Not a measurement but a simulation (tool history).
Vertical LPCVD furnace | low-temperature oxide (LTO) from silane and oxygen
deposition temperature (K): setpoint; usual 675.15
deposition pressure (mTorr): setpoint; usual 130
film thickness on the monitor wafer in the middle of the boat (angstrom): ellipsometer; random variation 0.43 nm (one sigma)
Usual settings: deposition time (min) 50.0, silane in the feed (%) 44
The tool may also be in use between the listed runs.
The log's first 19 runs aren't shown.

| run | hour | deposition temperature (K) | deposition pressure (mTorr) | deposition time (min) | silane in the feed (%) | read-back reference wafer on the same gauge, thickness | film thickness on the monitor wafer in the middle of the boat (angstrom) |
|---|---|---|---|---|---|---|---|
| 20 | 261.0 | 675.15 | 100 | 50.0 | 49 | 302.98 | 2448.5 |
| 21 | 276.3 | 675.15 | 105 | 57.5 | 44 | 302.94 | 2669.6 |
| 22 | 292.1 | 664.15 | 130 | 57.0 | 44 | 302.96 | 2918.4 |
| 23 | 302.1 | 675.15 | 130 | 50.0 | 44 | 303.04 | 2883.3 |
| 24 | 321.1 | 663.15 | 130 | 50.0 | 44 | 303.10 | 2533.9 |
| 25 | 333.9 | 669.15 | 105 | 59.0 | 48 | 303.02 | 2821.8 |
| 26 | 355.5 | 675.15 | 130 | 50.0 | 44 | 302.94 | 2895.1 |
| 27 | 410.7 | 675.15 | 130 | 50.0 | 44 | 303.10 | 2902.6 |
| 28 | 425.1 | 670.15 | 155 | 60.0 | 41 | 303.03 | 3638.0 |
| 29 | 442.9 | 675.15 | 130 | 31.5 | 37 | 302.87 | 1499.6 |
| 30 | 462.5 | 670.15 | 155 | 50.0 | 40 | 302.91 | 2948.9 |
| 31 | 473.3 | 664.15 | 130 | 35.5 | 36 | 303.02 | 1437.5 |
| 32 | 480.8 | 675.15 | 130 | 69.5 | 49 | 303.02 | 4494.2 |

Forecast each of these 3 alternatives for the next run:
| A | 486.0 | 675.15 | 130 | 50.0 | 41 | ? | ? |
| B | 486.0 | 675.15 | 100 | 50.0 | 39 | ? | ? |
| C | 486.0 | 675.15 | 160 | 50.0 | 44 | ? | ? |

| run | read-back reference wafer on the same gauge, thickness | film thickness on the monitor wafer in the middle of the boat (angstrom) |
|---|---|---|
| A | 303.06 | 2693.4 |
| B | 303.06 | 1958.2 |
| C | 303.06 | 3576.4 |
Without the tool's hidden state the same runs would have given:
| run | film thickness on the monitor wafer in the middle of the boat (angstrom) |
|---|---|
| A | 2632.1 |
| B | 1908.3 |
| C | 3501.8 |
